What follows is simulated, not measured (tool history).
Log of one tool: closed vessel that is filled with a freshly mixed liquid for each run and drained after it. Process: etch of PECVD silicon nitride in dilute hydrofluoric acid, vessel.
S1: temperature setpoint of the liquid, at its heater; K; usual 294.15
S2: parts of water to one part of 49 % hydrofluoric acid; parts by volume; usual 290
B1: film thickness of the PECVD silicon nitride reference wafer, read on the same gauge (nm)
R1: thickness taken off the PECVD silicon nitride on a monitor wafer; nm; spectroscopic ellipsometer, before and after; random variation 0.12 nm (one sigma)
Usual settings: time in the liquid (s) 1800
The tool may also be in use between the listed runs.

run 1 day=0 | S1=294.15 S2=290 time_in_the_liquid_(s)=1800 | B1=70.01 | R1=18.34
-- day=0.442 hydrofluoric acid flow meter replaced
run 2 day=4.179 | S1=294.15 S2=290 time_in_the_liquid_(s)=1800 | B1=69.99 | R1=18.28
run 3 day=7.875 | S1=294.15 S2=290 time_in_the_liquid_(s)=1215 | B1=69.98 | R1=12.27
run 4 day=10.654 | S1=294.15 S2=290 time_in_the_liquid_(s)=1215 | B1=70 | R1=12.36
run 5 day=14.325 | S1=297.15 S2=290 time_in_the_liquid_(s)=1800 | B1=70 | R1=21.75
run 6 day=16.704 | S1=297.15 S2=290 time_in_the_liquid_(s)=1800 | B1=69.99 | R1=21.73
run 7 day=20.883 | S1=297.15 S2=290 time_in_the_liquid_(s)=1800 | B1=70 | R1=22.39
run 8 day=22.858 | S1=294.15 S2=290 time_in_the_liquid_(s)=1800 | B1=70 | R1=18.45
-- day=24.371 thermometer replaced
run 9 day=25.271 | S1=294.15 S2=290 time_in_the_liquid_(s)=1800 | B1=70 | R1=18.13
run 10 day=29.079 | S1=294.15 S2=290 time_in_the_liquid_(s)=1800 | B1=70.01 | R1=18.44
run 11 day=32.708 | S1=294.15 S2=290 time_in_the_liquid_(s)=1800 | B1=69.98 | R1=18.22
run 12 day=37.092 | S1=294.15 S2=290 time_in_the_liquid_(s)=1800 | B1=70.01 | R1=18.2
run 13 day=41.158 | S1=294.15 S2=345 time_in_the_liquid_(s)=990 | B1=69.99 | R1=8.48
run 14 day=44.35 | S1=294.15 S2=210 time_in_the_liquid_(s)=1800 | B1=69.99 | R1=25.03
run 15 day=46.779 | S1=294.15 S2=290 time_in_the_liquid_(s)=1800 | B1=70 | R1=18.18
-- day=47.012 gauge calibrated
run 16 day=49.112 | S1=291.15 S2=375 time_in_the_liquid_(s)=2830 | B1=69.99 | R1=18.67
run 17 day=51.733 | S1=298.65 S2=290 time_in_the_liquid_(s)=2105 | B1=70 | R1=28.15
-- day=53.4 thermometer replaced
-- day=54.346 hydrofluoric acid flow meter replaced
run 18 day=55.296 | S1=290.15 S2=435 time_in_the_liquid_(s)=1800 | B1=70 | R1=9.65
run 19 day=57.338 | S1=290.15 S2=290 time_in_the_liquid_(s)=2100 | B1=70.02 | R1=16.57
run 20 day=60.579 | S1=294.15 S2=240 time_in_the_liquid_(s)=1800 | B1=69.99 | R1=22.19
run 21 day=62.775 | S1=294.15 S2=425 time_in_the_liquid_(s)=1800 | B1=70.01 | R1=12.49
run 22 day=66.367 | S1=294.15 S2=290 time_in_the_liquid_(s)=1800 | B1=70.01 | R1=18.2
run 23 day=68 | S1=294.15 S2=290 time_in_the_liquid_(s)=1800 | B1=69.99 | R1=18.31
run 24 day=71.629 | S1=294.15 S2=290 time_in_the_liquid_(s)=1215 | B1=70 | R1=12.22
run 25 day=74.988 | S1=294.15 S2=290 time_in_the_liquid_(s)=975 | B1=69.99 | R1=9.88
run 26 day=76.654 | S1=297.15 S2=235 time_in_the_liquid_(s)=2365 | B1=70 | R1=35.82
run 27 day=79.767 | S1=294.15 S2=290 time_in_the_liquid_(s)=1800 | B1=70 | R1=18.17
-- day=81.029 thermometer replaced
run 28 day=84.008 | S1=294.15 S2=290 time_in_the_liquid_(s)=1800 | B1=69.97 | R1=18.41
run 29 day=88.5 | S1=298.65 S2=365 time_in_the_liquid_(s)=2760 | B1=69.99 | R1=29.33
run 30 day=96.458 | S1=294.15 S2=290 time_in_the_liquid_(s)=1800 | B1=69.99 | R1=18.32
run 31 day=99.425 | S1=294.15 S2=420 time_in_the_liquid_(s)=1800 | B1=70.01 | R1=12.59
run 32 day=101.712 | S1=294.15 S2=290 time_in_the_liquid_(s)=2085 | B1=70.01 | R1=21.12

Run 33 comes next. What will it give?
run 33 day=104.946 | S1=297.15 S2=180 time_in_the_liquid_(s)=735 | B1=? | R1=?

{"run 33": {"B1": 70.01, "R1": 14.44}}
Without the tool's hidden state the same run would have given R1 14.44 nm.
